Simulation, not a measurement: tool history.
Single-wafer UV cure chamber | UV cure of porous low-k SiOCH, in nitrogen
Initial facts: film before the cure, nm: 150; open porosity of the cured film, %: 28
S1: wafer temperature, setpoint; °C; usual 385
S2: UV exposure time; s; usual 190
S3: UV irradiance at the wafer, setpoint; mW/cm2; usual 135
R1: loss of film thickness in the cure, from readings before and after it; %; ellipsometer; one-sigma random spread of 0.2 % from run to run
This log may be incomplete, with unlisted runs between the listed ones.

run,hour,S1,S2,S3,R1
1,0.0,390,190,135,14.197
2,61.7,385,190,135,14.223
3,159.8,385,190,135,13.904
4,251.9,385,190,135,13.551
5,349.7,385,190,135,13.549
6,410.7,385,190,135,13.501
7,497.6,385,190,135,13.534
8,548.4,385,190,135,13.630
# hour 582.0: quartz window cleaned
9,622.8,385,110,135,11.747
10,664.5,385,110,135,11.306
11,725.8,399,120,135,12.049
12,765.7,385,190,135,13.792
13,815.8,385,190,135,13.657
# hour 832.3: UV bulbs replaced
14,1025.6,385,190,135,14.352
15,1130.8,390,190,145,14.328
16,1230.4,390,190,145,14.485
17,1266.6,385,190,135,13.545
18,1359.2,385,190,135,13.907
19,1463.4,385,190,135,13.282
20,1546.0,375,270,147,15.540
# hour 1556.6: quartz window cleaned
21,1648.5,385,190,135,14.313
22,1755.7,385,190,135,13.895
23,1826.6,385,190,162,14.890
# hour 1865.1: UV bulbs replaced
24,1865.8,369,230,135,14.973
25,1961.4,369,275,166,16.908
26,2017.5,385,190,135,14.058
27,2101.2,373,190,135,13.878
28,2209.0,385,300,135,16.206
29,2248.6,385,100,135,10.325
30,2342.9,397,270,135,15.660
31,2443.3,385,225,98,12.600
32,2484.6,385,190,135,13.234
33,2552.3,385,85,135,9.112
# hour 2600.2: quartz window cleaned
34,2621.3,375,270,147,16.534
# hour 2830.3: UV bulbs replaced
35,2924.4,369,190,135,14.180
36,2976.7,399,120,135,12.301
37,3078.3,371,235,135,14.987
38,3129.7,385,190,135,14.334

Predict each of these 3 candidate next runs independently; none follows another, all start after run 38:
A,3130.2,366,190,135,?
B,3130.2,397,245,135,?
C,3130.2,380,270,135,?

run,R1
A,13.778
B,15.841
C,16.004
What these runs would have given with no unlogged condition in the tool:
run,R1
A,15.325
B,17.438
C,17.604

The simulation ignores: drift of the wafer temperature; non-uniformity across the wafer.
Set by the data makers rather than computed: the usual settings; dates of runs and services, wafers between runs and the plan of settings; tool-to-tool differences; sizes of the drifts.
